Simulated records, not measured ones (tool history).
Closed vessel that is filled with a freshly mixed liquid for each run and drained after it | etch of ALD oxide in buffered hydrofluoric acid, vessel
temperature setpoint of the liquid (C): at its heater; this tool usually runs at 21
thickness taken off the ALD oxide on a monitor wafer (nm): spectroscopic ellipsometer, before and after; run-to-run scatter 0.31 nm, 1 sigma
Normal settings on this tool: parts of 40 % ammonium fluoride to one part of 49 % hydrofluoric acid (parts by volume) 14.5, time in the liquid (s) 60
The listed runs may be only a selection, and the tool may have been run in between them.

run     day  temperature setpoint of the liquid (C)  parts of 40 % ammonium fluoride to one part of 49 % hydrofluoric acid (parts by volume)  time in the liquid (s)  read-back film thickness of the ALD oxide reference wafer, read on the same gauge (nm)  thickness taken off the ALD oxide on a monitor wafer (nm)
  1       0                                      21                                                                                     14.5                      60                                                                                     100                                                      56.88
  2   0.383                                      21                                                                                     14.5                      60                                                                                  100.02                                                      57.79
  3   1.496                                      21                                                                                     14.5                      60                                                                                  100.01                                                      56.49
  4   2.196                                      21                                                                                     14.5                      60                                                                                  100.01                                                      57.73
  5   2.633                                      21                                                                                     10.5                      60                                                                                   99.98                                                      78.26
  6    3.35                                      21                                                                                     10.5                      60                                                                                     100                                                      79.01
  7   3.862                                      21                                                                                     10.5                      60                                                                                   99.98                                                      78.82
  8   4.138                                      21                                                                                     14.5                      60                                                                                  100.04                                                      57.16
  9   4.608                                      21                                                                                     14.5                      60                                                                                   99.94                                                      57.07
 10   5.171                                      21                                                                                     14.5                      60                                                                                   99.97                                                      57.87
 11   5.521                                      21                                                                                     14.5                      60                                                                                  100.02                                                       57.9
 12   5.946                                      21                                                                                     14.5                      60                                                                                   99.96                                                      57.49
 13   6.446                                      21                                                                                     14.5                      60                                                                                   99.99                                                      57.83
 14   6.883                                      26                                                                                      9.5                      95                                                                                     100                                                     178.12
 15   7.312                                      21                                                                                     14.5                      60                                                                                     100                                                      57.45
 16   7.879                                    19.5                                                                                       16                      60                                                                                  100.07                                                      48.64
 17   8.158                                      24                                                                                     11.5                      35                                                                                  100.05                                                      49.54
 18   8.842                                    19.5                                                                                        9                      85                                                                                  100.01                                                     117.24
 19   9.571                                      21                                                                                       11                      35                                                                                   99.98                                                      44.89
 20   9.988                                      22                                                                                     16.5                      60                                                                                  100.02                                                      54.74
 21  10.554                                      21                                                                                     14.5                      60                                                                                   99.98                                                      58.04
 22  10.938                                    24.5                                                                                      9.5                      60                                                                                     100                                                     104.81
 23  11.321                                    25.5                                                                                       20                      90                                                                                   99.98                                                      69.68
 24  11.825                                      21                                                                                     14.5                      90                                                                                   99.96                                                      75.72
 25  12.554                                      21                                                                                     14.5                      40                                                                                  100.03                                                      33.45
 26  13.558                                      21                                                                                     18.5                      60                                                                                     100                                                      39.86
 27  14.267                                      25                                                                                     19.5                      60                                                                                  100.05                                                      47.36
 28  14.812                                      21                                                                                     14.5                      60                                                                                   99.99                                                      50.33
 29  16.383                                    17.5                                                                                     17.5                      60                                                                                  100.06                                                      34.77
 30  16.862                                      21                                                                                       10                      60                                                                                  100.02                                                      73.79
 31  17.321                                    23.5                                                                                     14.5                      75                                                                                  100.03                                                      73.29
 32  17.858                                      21                                                                                     14.5                      60                                                                                     100                                                      50.99
 33  18.338                                      21                                                                                     14.5                      80                                                                                     100                                                      68.64

Removed from this log: 3 entries logged between the listed runs. Between which two listed runs does each belong, and how does the tool's hidden state at the listed run before it compare with that at the listed run after it?
After run 16, before run 17: gauge calibrated (day 7.988)
  liquid hotter than its thermometer reads (K): 2.86 -> 2.88
  difference, measured minus the result without the unlogged condition, thickness taken off the ALD oxide on a monitor wafer (nm): +7.16 -> +7.14
After run 17, before run 18: hydrofluoric acid flow meter replaced (day 8.654)
  liquid hotter than its thermometer reads (K): 2.88 -> 2.91
  difference, measured minus the result without the unlogged condition, thickness taken off the ALD oxide on a monitor wafer (nm): +7.14 -> +17.52
After run 22, before run 23: thermometer replaced (day 11.271)
  liquid hotter than its thermometer reads (K): 3.01 -> 0.303
  difference, measured minus the result without the unlogged condition, thickness taken off the ALD oxide on a monitor wafer (nm): +15.67 -> +1.12
